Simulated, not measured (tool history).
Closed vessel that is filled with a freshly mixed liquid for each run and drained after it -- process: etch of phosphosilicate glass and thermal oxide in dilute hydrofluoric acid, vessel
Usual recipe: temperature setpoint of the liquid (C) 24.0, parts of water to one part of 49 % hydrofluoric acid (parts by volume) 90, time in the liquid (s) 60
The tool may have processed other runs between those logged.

run,hour,temperature setpoint of the liquid (C),parts of water to one part of 49 % hydrofluoric acid (parts by volume),time in the liquid (s),wafers since the last listed run,hours since the thermometer was replaced,hours since the hydrofluoric acid flow meter was replaced,hours since the gauge calibration,"read-back film thickness of the phosphosilicate glass reference wafer, read on the same gauge (nm)","read-back film thickness of the thermal oxide reference wafer, read on the same gauge (nm)",thickness taken off the phosphosilicate glass on a monitor wafer (Å),thickness taken off the thermal oxide on a monitor wafer (Å)
1,0.0,22.5,90,60,0,1393.5,2464.2,617.5,150.00,149.998,1186.5,35.85
2,38.9,22.5,90,60,5422,1432.4,2503.1,656.4,149.99,150.026,1175.0,36.02
# hour 58.4: hydrofluoric acid flow meter replaced
3,63.7,21.0,70,30,3317,1457.2,5.3,681.2,150.00,149.949,741.0,22.61
4,90.3,24.0,90,60,3707,1483.8,31.9,707.8,150.00,150.022,1260.4,38.80
5,113.5,24.0,55,60,3233,1507.0,55.1,731.0,150.03,149.992,2192.5,66.97
6,139.9,24.0,90,60,3680,1533.4,81.5,757.4,150.02,150.022,1272.1,37.97
7,175.8,19.5,105,45,5004,1569.3,117.4,793.3,150.01,150.049,670.4,20.41
# hour 189.7: gauge calibrated
8,204.3,19.0,130,85,3972,1597.8,145.9,14.6,150.00,149.991,977.5,29.21
9,229.3,21.0,90,80,3484,1622.8,170.9,39.6,149.99,150.013,1505.1,45.49
10,260.9,24.0,90,60,4404,1654.4,202.5,71.2,150.01,150.011,1284.7,38.84
11,285.4,28.0,120,75,3415,1678.9,227.0,95.7,149.99,150.022,1339.2,40.39
12,318.6,24.0,110,40,4627,1712.1,260.2,128.9,149.99,149.933,685.8,20.55
13,335.3,26.0,90,40,2327,1728.8,276.9,145.6,149.99,150.009,934.0,28.12
# hour 350.0: thermometer replaced
14,368.3,24.0,50,75,4460,18.3,309.9,178.6,150.00,150.012,2764.1,85.15
15,383.2,26.5,90,85,2076,33.2,324.8,193.5,150.03,149.952,1806.1,55.75
16,418.4,24.0,90,60,4906,68.4,360.0,228.7,150.01,149.990,1165.9,35.60
17,432.6,24.0,90,60,1979,82.6,374.2,242.9,150.00,150.029,1161.5,35.42
18,453.9,20.5,70,50,2969,103.9,395.5,264.2,150.00,149.971,1128.8,34.49
19,485.1,27.0,125,60,4349,135.1,426.7,295.4,150.00,150.043,910.9,27.89
20,507.5,24.0,90,60,3122,157.5,449.1,317.8,149.99,149.981,1181.0,36.73
21,520.1,20.0,70,85,1756,170.1,461.7,330.4,150.00,150.026,1856.7,58.04
22,555.1,24.0,115,60,4878,205.1,496.7,365.4,150.01,150.008,897.7,26.93
23,585.4,22.0,50,60,4223,235.4,527.0,395.7,149.99,150.042,2045.2,62.84
24,609.3,24.0,90,60,3331,259.3,550.9,419.6,150.02,150.023,1187.1,36.16
25,628.3,24.0,90,45,2648,278.3,569.9,438.6,150.01,149.978,888.5,26.94
26,642.4,24.0,90,95,1965,292.4,584.0,452.7,150.00,150.029,1865.2,57.04

Table of differences, measured result less the result of that run with no hidden state. Run-to-run variation is the same in both. Gauge scatter possibly is not:
Hidden state present: liquid hotter than its thermometer reads (K); hydrofluoric acid flow below the setpoint (%); gauge reads high (%).
run,thickness taken off the phosphosilicate glass on a monitor wafer (Å),thickness taken off the thermal oxide on a monitor wafer (Å)
1,+103.1,+3.11
2,+104.2,+3.20
3,+68.3,+2.08
4,+113.1,+3.48
5,+205.2,+6.27
6,+117.3,+3.50
7,+64.8,+1.98
8,+94.8,+2.83
9,+148.8,+4.50
10,+125.7,+3.80
11,+124.9,+3.77
12,+68.0,+2.03
13,+93.1,+2.80
14,+46.1,+1.42
15,+30.0,+0.93
16,+22.1,+0.67
17,+22.9,+0.70
18,+24.6,+0.75
19,+19.4,+0.59
20,+27.9,+0.87
21,+46.8,+1.46
22,+22.8,+0.68
23,+58.8,+1.81
24,+34.0,+1.03
25,+26.4,+0.80
26,+56.2,+1.72
